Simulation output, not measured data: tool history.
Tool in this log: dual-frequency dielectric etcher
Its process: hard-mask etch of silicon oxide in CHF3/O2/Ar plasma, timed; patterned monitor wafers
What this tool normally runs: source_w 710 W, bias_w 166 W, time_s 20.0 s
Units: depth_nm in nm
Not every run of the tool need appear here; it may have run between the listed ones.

run	day	source_w	bias_w	time_s	wafers since the last listed run	hours since the last wet clean	hours since the last source power generator calibration	hours since the last bias power generator calibration	hours since the last upper electrode change	hours since the gauge calibration	read-back reference wafer on the same gauge, depth_nm	depth_nm
1	0.000	710	166	20.0	0	241.4	2167.0	2775.9	3795.3	87.3	32.47	37.65
2	0.512	710	186	20.0	200	253.7	2179.3	2788.2	3807.6	99.6	32.52	39.17
3	1.654	710	186	20.0	446	281.1	2206.7	2815.6	3835.0	127.0	32.48	38.81
4	2.217	670	166	18.5	219	294.6	2220.2	2829.1	3848.5	140.5	32.49	34.13
5	3.100	670	166	18.5	345	315.8	2241.4	2850.3	3869.7	161.7	32.45	33.90
6	3.629	710	166	20.0	206	328.5	2254.1	2863.0	3882.4	174.4	32.51	37.58
7	4.421	710	166	20.0	309	347.5	2273.1	2882.0	3901.4	193.4	32.50	37.52
# day 5.238: bias power generator calibrated
8	5.462	710	166	20.0	341	372.5	2298.1	5.4	3926.4	218.4	32.50	37.39
9	6.029	710	206	20.0	221	386.1	2311.7	19.0	3940.0	232.0	32.47	39.52
# day 6.250: source power generator calibrated
10	6.671	660	166	15.5	185	401.5	10.1	34.4	3955.4	247.4	32.52	28.21
# day 8.558: wet clean of the chamber
# day 8.958: upper electrode replaced
11	8.979	710	125	20.0	354	10.1	65.5	89.8	0.5	302.8	32.52	38.50

Run 12, settings as shown, results not yet in. Your forecast:
12	8.992	640	198	20.0	4	10.4	65.8	90.1	0.8	303.1	?	?

{"run 12": {"read-back reference wafer on the same gauge, depth_nm": 32.48, "depth_nm": 41.85}}
If the tool had no hidden condition, the same run with the same run-to-run variation would have returned depth_nm 39.18 nm.
